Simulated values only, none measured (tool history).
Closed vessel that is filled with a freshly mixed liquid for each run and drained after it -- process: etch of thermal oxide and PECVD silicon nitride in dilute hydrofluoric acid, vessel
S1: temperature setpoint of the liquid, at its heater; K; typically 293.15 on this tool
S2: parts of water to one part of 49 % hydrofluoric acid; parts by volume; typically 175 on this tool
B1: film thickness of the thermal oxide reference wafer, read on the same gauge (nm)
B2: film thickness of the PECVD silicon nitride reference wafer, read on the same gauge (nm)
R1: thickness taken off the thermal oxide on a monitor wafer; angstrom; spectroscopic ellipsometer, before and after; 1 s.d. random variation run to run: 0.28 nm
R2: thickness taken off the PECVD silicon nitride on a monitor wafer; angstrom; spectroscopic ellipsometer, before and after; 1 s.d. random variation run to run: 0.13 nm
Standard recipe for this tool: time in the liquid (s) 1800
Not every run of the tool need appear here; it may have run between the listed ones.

run 1 hour=0.0 | S1=293.15 S2=175 time_in_the_liquid_(s)=1800 | B1=87.72 B2=126.71 | R1=362.9 R2=226.0
run 2 hour=58.3 | S1=293.15 S2=175 time_in_the_liquid_(s)=1800 | B1=87.62 B2=126.53 | R1=363.8 R2=227.0
run 3 hour=131.9 | S1=293.15 S2=175 time_in_the_liquid_(s)=1800 | B1=87.50 B2=126.38 | R1=363.1 R2=224.1
run 4 hour=173.7 | S1=293.15 S2=175 time_in_the_liquid_(s)=1800 | B1=87.45 B2=126.28 | R1=367.5 R2=223.6
-- hour=216.4 hydrofluoric acid flow meter replaced
run 5 hour=221.4 | S1=293.15 S2=175 time_in_the_liquid_(s)=1800 | B1=87.35 B2=126.18 | R1=365.8 R2=223.4
run 6 hour=295.8 | S1=293.15 S2=200 time_in_the_liquid_(s)=940 | B1=87.24 B2=126.02 | R1=162.0 R2=102.6
run 7 hour=339.9 | S1=293.15 S2=175 time_in_the_liquid_(s)=1800 | B1=87.17 B2=125.91 | R1=363.1 R2=224.2
run 8 hour=652.1 | S1=296.15 S2=255 time_in_the_liquid_(s)=1800 | B1=86.63 B2=125.15 | R1=257.0 R2=188.4
run 9 hour=728.9 | S1=293.15 S2=175 time_in_the_liquid_(s)=2285 | B1=86.51 B2=124.97 | R1=461.5 R2=279.6
run 10 hour=819.0 | S1=293.15 S2=175 time_in_the_liquid_(s)=1800 | B1=86.38 B2=124.77 | R1=359.1 R2=222.7
run 11 hour=885.5 | S1=293.15 S2=110 time_in_the_liquid_(s)=2650 | B1=86.27 B2=124.63 | R1=906.6 R2=516.8
run 12 hour=933.7 | S1=293.15 S2=175 time_in_the_liquid_(s)=1800 | B1=86.16 B2=124.49 | R1=357.5 R2=218.3
run 13 hour=972.9 | S1=290.15 S2=225 time_in_the_liquid_(s)=2425 | B1=86.12 B2=124.38 | R1=319.2 R2=191.1
-- hour=1033.4 gauge calibrated
run 14 hour=1056.0 | S1=293.15 S2=175 time_in_the_liquid_(s)=1800 | B1=90.12 B2=130.14 | R1=380.1 R2=229.7
run 15 hour=1143.6 | S1=293.15 S2=100 time_in_the_liquid_(s)=1800 | B1=89.97 B2=129.96 | R1=712.8 R2=397.0
run 16 hour=1193.0 | S1=293.15 S2=175 time_in_the_liquid_(s)=985 | B1=89.91 B2=129.84 | R1=203.7 R2=127.0

Run 17 has not been measured yet. What should we expect?
run 17 hour=1247.8 | S1=293.15 S2=130 time_in_the_liquid_(s)=2770 | B1=? B2=? | R1=? R2=?

Run 17 came out at B1 89.79, B2 129.69, R1 817.3 angstrom, R2 473.2 angstrom.
With the hidden condition absent and the run-to-run variation left alone, this run would have shown R1 819.2 angstrom, R2 474.3 angstrom.

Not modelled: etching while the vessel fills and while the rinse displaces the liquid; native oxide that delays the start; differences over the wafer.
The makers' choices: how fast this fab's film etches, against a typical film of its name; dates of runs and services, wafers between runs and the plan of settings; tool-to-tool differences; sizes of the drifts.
